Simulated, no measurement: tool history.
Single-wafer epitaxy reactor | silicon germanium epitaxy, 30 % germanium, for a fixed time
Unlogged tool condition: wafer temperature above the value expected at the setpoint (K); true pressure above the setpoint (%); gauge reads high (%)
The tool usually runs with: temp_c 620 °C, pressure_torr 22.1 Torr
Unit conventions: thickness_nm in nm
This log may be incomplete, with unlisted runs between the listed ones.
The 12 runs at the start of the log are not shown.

run	hour	temp_c	pressure_torr	wafers since the last listed run	hours since the last pyrometer calibration	hours since the last manometer calibration	hours since the showerhead was replaced	hours since the gauge calibration	read-back reference wafer on the same gauge, thickness_nm	thickness_nm
13	155.2	627	18.7	134	36.7	820.5	6963.8	640.2	70.215	96.423
14	167.8	620	22.1	161	49.3	833.1	6976.4	652.8	70.369	92.447
15	182.7	620	22.1	190	64.2	848	6991.3	667.7	70.319	93.121
# hour 187.2: gauge calibrated
# hour 224.5: pyrometer calibrated, repeated, since the last time left the tool worse
# hour 242.6: showerhead replaced
16	243.1	620	26.2	567	18.6	908.4	0.5	55.9	70.308	91.241
17	245.2	634	25.8	26	20.7	910.5	2.6	58	70.327	112.183
18	255.4	626	27.3	130	30.9	920.7	12.8	68.2	70.346	101.815
19	268.4	620	22.1	166	43.9	933.7	25.8	81.2	70.291	85.455
# hour 289.2: capacitance manometer re-zeroed and calibrated
20	289.7	606	17	170	65.2	0.5	47.1	102.5	70.242	62.334
21	294.8	620	22.1	65	70.3	5.6	52.2	107.6	70.349	85.679
22	303.1	635	26.3	106	78.6	13.9	60.5	115.9	70.273	115.097
23	322.3	629	26.1	245	97.8	33.1	79.7	135.1	70.312	105.15
24	332.3	633	20.1	127	107.8	43.1	89.7	145.1	70.298	100.442
25	341.4	620	22.1	116	116.9	52.2	98.8	154.2	70.366	85.99
26	386	624	26.7	570	161.5	96.8	143.4	198.8	70.279	99.106
27	394.7	620	22.1	111	170.2	105.5	152.1	207.5	70.253	86.093
28	408.3	630	17.2	173	183.8	119.1	165.7	221.1	70.285	90.98
29	417	610	24.8	111	192.5	127.8	174.4	229.8	70.22	77.452
30	425.6	628	18.1	109	201.1	136.4	183	238.4	70.226	89.993
31	434.3	620	22.1	111	209.8	145.1	191.7	247.1	70.283	86.057
32	441	630	25.9	85	216.5	151.8	198.4	253.8	70.305	106.871
33	454.9	620	17.3	177	230.4	165.7	212.3	267.7	70.348	78.864
34	466.2	620	22.1	144	241.7	177	223.6	279	70.275	86.423
35	482.2	620	22.1	204	257.7	193	239.6	295	70.391	86.485
36	496.5	608	27.6	182	272	207.3	253.9	309.3	70.239	77.915

Each row is a separate what-if for the run after 36, all from the same tool condition, not one after another. Results?
A	496.9	620	22.1	5	272.4	207.7	254.3	309.7	?	?
B	496.9	620	18	5	272.4	207.7	254.3	309.7	?	?
C	496.9	635	18.6	5	272.4	207.7	254.3	309.7	?	?

run	read-back reference wafer on the same gauge, thickness_nm	thickness_nm
A	70.344	86.49
B	70.344	79.763
C	70.344	101.347
The same runs, with their run-to-run variation unchanged, on a tool lacking any hidden condition would have given:
run	thickness_nm
A	84.991
B	78.381
C	99.642
